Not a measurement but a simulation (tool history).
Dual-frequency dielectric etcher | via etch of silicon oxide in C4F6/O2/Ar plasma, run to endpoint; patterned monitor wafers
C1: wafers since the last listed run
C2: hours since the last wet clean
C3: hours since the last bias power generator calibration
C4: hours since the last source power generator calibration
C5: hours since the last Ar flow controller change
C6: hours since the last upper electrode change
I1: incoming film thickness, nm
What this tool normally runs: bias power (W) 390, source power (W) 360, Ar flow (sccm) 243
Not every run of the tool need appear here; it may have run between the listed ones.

Run 1, hour 0: usual settings; C1 0; C2 27.7; C3 3155.7; C4 4058.9; C5 2871.9; C6 2755.2; I1 110.1. Result: endpoint time (s) 26.6.
Run 2, hour 28.2: usual settings; C1 354; C2 55.9; C3 3183.9; C4 4087.1; C5 2900.1; C6 2783.4; I1 110.9. Result: endpoint time (s) 26.8.
Run 3, hour 93.9: usual settings but bias power (W) 358; C1 825; C2 121.6; C3 3249.6; C4 4152.8; C5 2965.8; C6 2849.1; I1 111.8. Result: endpoint time (s) 27.9.
Run 4, hour 118.8: usual settings but Ar flow (sccm) 273; C1 313; C2 146.5; C3 3274.5; C4 4177.7; C5 2990.7; C6 2874; I1 110.1. Result: endpoint time (s) 27.2.
Run 5, hour 153.7: usual settings; C1 438; C2 181.4; C3 3309.4; C4 4212.6; C5 3025.6; C6 2908.9; I1 110.6. Result: endpoint time (s) 26.9.
Run 6, hour 205.2: usual settings but Ar flow (sccm) 218; C1 647; C2 232.9; C3 3360.9; C4 4264.1; C5 3077.1; C6 2960.4; I1 111.9. Result: endpoint time (s) 26.8.
Run 7, hour 251.5: usual settings but Ar flow (sccm) 218; C1 582; C2 279.2; C3 3407.2; C4 4310.4; C5 3123.4; C6 3006.7; I1 111.1. Result: endpoint time (s) 26.7.
At hour 337.7: wet clean of the chamber.
Run 8, hour 420.9: usual settings; C1 1827; C2 83.2; C3 3576.6; C4 4479.8; C5 3292.8; C6 3176.1; I1 109.5. Result: endpoint time (s) 26.4.
Run 9, hour 480.4: usual settings; C1 748; C2 142.7; C3 3636.1; C4 4539.3; C5 3352.3; C6 3235.6; I1 110.2. Result: endpoint time (s) 26.5.
Run 10, hour 550.1: usual settings; C1 876; C2 212.4; C3 3705.8; C4 4609; C5 3422; C6 3305.3; I1 111. Result: endpoint time (s) 27.
At hour 584.1: Ar flow controller replaced.
Run 11, hour 595.8: usual settings; C1 499; C2 258.1; C3 3751.5; C4 4654.7; C5 11.7; C6 3351; I1 110.8. Result: endpoint time (s) 27.1.
At hour 631.9: source power generator calibrated.
Run 12, hour 637.8: usual settings; C1 477; C2 300.1; C3 3793.5; C4 5.9; C5 53.7; C6 3393; I1 109.9. Result: endpoint time (s) 26.9.
At hour 675.2: wet clean of the chamber.
Run 13, hour 675.7: usual settings; C1 174; C2 0.5; C3 3831.4; C4 43.8; C5 91.6; C6 3430.9; I1 111.4. Result: endpoint time (s) 26.8.
Run 14, hour 727.8: usual settings but Ar flow (sccm) 189; C1 654; C2 52.6; C3 3883.5; C4 95.9; C5 143.7; C6 3483; I1 110.1. Result: endpoint time (s) 25.4.
At hour 786.1: upper electrode replaced.
Run 15, hour 786.6: usual settings; C1 437; C2 111.4; C3 3942.3; C4 154.7; C5 202.5; C6 0.5; I1 111. Result: endpoint time (s) 26.8.
At hour 808.6: bias power generator calibrated.
Run 16, hour 809.6: usual settings but bias power (W) 433, source power (W) 440, Ar flow (sccm) 270; C1 238; C2 134.4; C3 1; C4 177.7; C5 225.5; C6 23.5; I1 111.4. Result: endpoint time (s) 24.2.
Run 17, hour 858.9: usual settings but Ar flow (sccm) 284; C1 619; C2 183.7; C3 50.3; C4 227; C5 274.8; C6 72.8; I1 111. Result: endpoint time (s) 27.4.
Run 18, hour 927.2: usual settings but bias power (W) 338, source power (W) 300, Ar flow (sccm) 209; C1 858; C2 252; C3 118.6; C4 295.3; C5 343.1; C6 141.1; I1 110.7. Result: endpoint time (s) 29.9.
Run 19, hour 961.6: usual settings; C1 432; C2 286.4; C3 153; C4 329.7; C5 377.5; C6 175.5; I1 111.1. Result: endpoint time (s) 27.
Run 20, hour 996.6: usual settings but source power (W) 430; C1 440; C2 321.4; C3 188; C4 364.7; C5 412.5; C6 210.5; I1 111.8. Result: endpoint time (s) 25.3.
Run 21, hour 1046.7: usual settings; C1 629; C2 371.5; C3 238.1; C4 414.8; C5 462.6; C6 260.6; I1 109.5. Result: endpoint time (s) 26.7.
At hour 1112.2: wet clean of the chamber.
Run 22, hour 1112.7: usual settings but bias power (W) 451, Ar flow (sccm) 194; C1 528; C2 0.5; C3 304.1; C4 480.8; C5 528.6; C6 326.6; I1 111.1. Result: endpoint time (s) 24.7.
Run 23, hour 1123: usual settings; C1 129; C2 10.8; C3 314.4; C4 491.1; C5 538.9; C6 336.9; I1 110.1. Result: endpoint time (s) 26.6.
Run 24, hour 1190.8: usual settings but bias power (W) 452; C1 852; C2 78.6; C3 382.2; C4 558.9; C5 606.7; C6 404.7; I1 111.4. Result: endpoint time (s) 25.7.
Run 25, hour 1223.4: usual settings; C1 409; C2 111.2; C3 414.8; C4 591.5; C5 639.3; C6 437.3; I1 111.3. Result: endpoint time (s) 27.
Run 26, hour 1282.1: usual settings but source power (W) 290, Ar flow (sccm) 221; C1 737; C2 169.9; C3 473.5; C4 650.2; C5 698; C6 496; I1 110.8. Result: endpoint time (s) 29.3.
Run 27, hour 1316.1: usual settings but bias power (W) 431, source power (W) 320, Ar flow (sccm) 278; C1 427; C2 203.9; C3 507.5; C4 684.2; C5 732; C6 530; I1 110.1. Result: endpoint time (s) 27.9.
Run 28, hour 1360: usual settings but bias power (W) 475, source power (W) 440, Ar flow (sccm) 296; C1 551; C2 247.8; C3 551.4; C4 728.1; C5 775.9; C6 573.9; I1 111.5. Result: endpoint time (s) 24.1.

Forecast each of these 5 alternatives for the next run:
Run A, hour 1360.4: usual settings; C1 5; C2 248.2; C3 551.8; C4 728.5; C5 776.3; C6 574.3; I1 110.7. Result: endpoint time (s) ?.
Run B, hour 1360.4: usual settings but source power (W) 290; C1 5; C2 248.2; C3 551.8; C4 728.5; C5 776.3; C6 574.3; I1 110.7. Result: endpoint time (s) ?.
Run C, hour 1360.4: usual settings but bias power (W) 357, source power (W) 430, Ar flow (sccm) 223; C1 5; C2 248.2; C3 551.8; C4 728.5; C5 776.3; C6 574.3; I1 110.7. Result: endpoint time (s) ?.
Run D, hour 1360.4: usual settings but source power (W) 330; C1 5; C2 248.2; C3 551.8; C4 728.5; C5 776.3; C6 574.3; I1 110.7. Result: endpoint time (s) ?.
Run E, hour 1360.4: usual settings but bias power (W) 466; C1 5; C2 248.2; C3 551.8; C4 728.5; C5 776.3; C6 574.3; I1 110.7. Result: endpoint time (s) ?.

run  endpoint time (s)
  A                 27
  B               29.8
  C               25.3
  D               28.1
  E               25.5
With no hidden state in the tool, these same runs would have given:
run  endpoint time (s)
  A               26.6
  B               29.4
  C                 25
  D               27.7
  E               25.2

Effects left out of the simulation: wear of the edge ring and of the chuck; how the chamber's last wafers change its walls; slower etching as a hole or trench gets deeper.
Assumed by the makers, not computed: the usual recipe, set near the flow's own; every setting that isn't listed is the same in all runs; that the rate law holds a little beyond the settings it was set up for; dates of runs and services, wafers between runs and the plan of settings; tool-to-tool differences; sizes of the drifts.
